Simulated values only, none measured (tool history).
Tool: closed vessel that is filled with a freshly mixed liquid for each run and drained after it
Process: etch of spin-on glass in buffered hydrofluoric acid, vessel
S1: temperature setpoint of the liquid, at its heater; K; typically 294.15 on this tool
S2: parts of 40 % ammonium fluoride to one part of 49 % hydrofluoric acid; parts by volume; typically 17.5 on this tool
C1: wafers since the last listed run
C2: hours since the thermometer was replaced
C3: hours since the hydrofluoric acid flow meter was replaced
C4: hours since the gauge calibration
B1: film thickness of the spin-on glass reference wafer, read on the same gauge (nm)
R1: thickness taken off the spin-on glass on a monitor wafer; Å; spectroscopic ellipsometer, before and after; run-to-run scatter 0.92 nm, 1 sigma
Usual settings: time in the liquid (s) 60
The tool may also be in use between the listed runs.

{"run": 1, "hour": 0.0, "S1": 294.15, "S2": 21.5, "time in the liquid (s)": 60, "C1": 0, "C2": 310.1, "C3": 677.1, "C4": 130.3, "B1": 30.01, "R1": 798.2}
{"run": 2, "hour": 27.8, "S1": 294.15, "S2": 21.5, "time in the liquid (s)": 60, "C1": 3174, "C2": 337.9, "C3": 704.9, "C4": 158.1, "B1": 29.99, "R1": 787.9}
{"run": 3, "hour": 60.3, "S1": 294.15, "S2": 21.5, "time in the liquid (s)": 60, "C1": 3710, "C2": 370.4, "C3": 737.4, "C4": 190.6, "B1": 30.02, "R1": 783.5}
{"run": 4, "hour": 76.6, "S1": 294.15, "S2": 17.5, "time in the liquid (s)": 60, "C1": 1861, "C2": 386.7, "C3": 753.7, "C4": 206.9, "B1": 30.02, "R1": 965.8}
{"run": 5, "hour": 90.8, "S1": 294.15, "S2": 17.5, "time in the liquid (s)": 60, "C1": 1621, "C2": 400.9, "C3": 767.9, "C4": 221.1, "B1": 30.01, "R1": 971.1}
{"run": 6, "hour": 122.0, "S1": 297.15, "S2": 14.5, "time in the liquid (s)": 60, "C1": 3562, "C2": 432.1, "C3": 799.1, "C4": 252.3, "B1": 29.98, "R1": 1368.8}
{"run": 7, "hour": 149.5, "S1": 297.15, "S2": 14.5, "time in the liquid (s)": 60, "C1": 3139, "C2": 459.6, "C3": 826.6, "C4": 279.8, "B1": 29.98, "R1": 1367.8}
{"run": 8, "hour": 167.3, "S1": 297.15, "S2": 14.5, "time in the liquid (s)": 60, "C1": 2032, "C2": 477.4, "C3": 844.4, "C4": 297.6, "B1": 30, "R1": 1375.9}
{"run": 9, "hour": 188.2, "S1": 294.15, "S2": 17.5, "time in the liquid (s)": 60, "C1": 2386, "C2": 498.3, "C3": 865.3, "C4": 318.5, "B1": 30.02, "R1": 965.2}
{"hour": 188.5, "done": "gauge calibrated"}
{"run": 10, "hour": 221.5, "S1": 294.15, "S2": 17.5, "time in the liquid (s)": 60, "C1": 3801, "C2": 531.6, "C3": 898.6, "C4": 33, "B1": 29.99, "R1": 966.3}
{"run": 11, "hour": 245.7, "S1": 294.15, "S2": 17.5, "time in the liquid (s)": 60, "C1": 2762, "C2": 555.8, "C3": 922.8, "C4": 57.2, "B1": 30, "R1": 946.6}
{"run": 12, "hour": 280.7, "S1": 298.15, "S2": 20, "time in the liquid (s)": 30, "C1": 3996, "C2": 590.8, "C3": 957.8, "C4": 92.2, "B1": 30.01, "R1": 525.9}
{"run": 13, "hour": 311.4, "S1": 294.15, "S2": 17.5, "time in the liquid (s)": 60, "C1": 3505, "C2": 621.5, "C3": 988.5, "C4": 122.9, "B1": 30.02, "R1": 955.3}
{"hour": 362.3, "done": "hydrofluoric acid flow meter replaced"}
{"run": 14, "hour": 398.1, "S1": 294.15, "S2": 14.5, "time in the liquid (s)": 30, "C1": 9784, "C2": 708.2, "C3": 35.8, "C4": 209.6, "B1": 29.99, "R1": 522}
{"run": 15, "hour": 412.5, "S1": 294.15, "S2": 23.5, "time in the liquid (s)": 60, "C1": 1644, "C2": 722.6, "C3": 50.2, "C4": 224, "B1": 30.02, "R1": 663.3}
{"hour": 427.6, "done": "thermometer replaced"}
{"run": 16, "hour": 445.7, "S1": 294.15, "S2": 17.5, "time in the liquid (s)": 60, "C1": 3676, "C2": 18.1, "C3": 83.4, "C4": 257.2, "B1": 29.99, "R1": 926.5}
{"run": 17, "hour": 476.2, "S1": 294.15, "S2": 14.5, "time in the liquid (s)": 85, "C1": 3482, "C2": 48.6, "C3": 113.9, "C4": 287.7, "B1": 30, "R1": 1613}
{"run": 18, "hour": 492.2, "S1": 290.15, "S2": 15, "time in the liquid (s)": 50, "C1": 1826, "C2": 64.6, "C3": 129.9, "C4": 303.7, "B1": 30.02, "R1": 715.2}
{"hour": 501.0, "done": "gauge calibrated"}
{"run": 19, "hour": 513.3, "S1": 291.15, "S2": 17.5, "time in the liquid (s)": 70, "C1": 2409, "C2": 85.7, "C3": 151, "C4": 12.3, "B1": 30, "R1": 908.3}
{"run": 20, "hour": 533.8, "S1": 296.65, "S2": 17.5, "time in the liquid (s)": 60, "C1": 2340, "C2": 106.2, "C3": 171.5, "C4": 32.8, "B1": 29.99, "R1": 1075.1}
{"run": 21, "hour": 566.9, "S1": 294.15, "S2": 17.5, "time in the liquid (s)": 75, "C1": 3779, "C2": 139.3, "C3": 204.6, "C4": 65.9, "B1": 29.99, "R1": 1161.5}

A few steps of R1 between consecutive runs. Split each: what settings, incoming material and random variation would produce without the hidden state, and what is left over for the hidden state, along with gauge scatter present in only one of the two compared results (measured, and without hidden state):
Hidden state present: liquid colder than its thermometer reads (K); hydrofluoric acid flow above the setpoint (%); gauge reads high (%).
Run 13 -> 14: S2 17.5 -> 14.5, time in the liquid (s) 60 -> 30, hydrofluoric acid flow meter replaced. R1 -433.3 Å: hidden state -73.4, all else -359.9.
Run 15 -> 16: S2 23.5 -> 17.5, thermometer replaced. R1 +263.2 Å: hidden state +64.1, all else +199.1.
Run 16 -> 17: S2 17.5 -> 14.5, time in the liquid (s) 60 -> 85. R1 +686.5 Å: hidden state +4.7, all else +681.8.
Run 17 -> 18: S1 294.15 -> 290.15, S2 14.5 -> 15, time in the liquid (s) 85 -> 50. R1 -897.8 Å: hidden state -8.1, all else -889.7.

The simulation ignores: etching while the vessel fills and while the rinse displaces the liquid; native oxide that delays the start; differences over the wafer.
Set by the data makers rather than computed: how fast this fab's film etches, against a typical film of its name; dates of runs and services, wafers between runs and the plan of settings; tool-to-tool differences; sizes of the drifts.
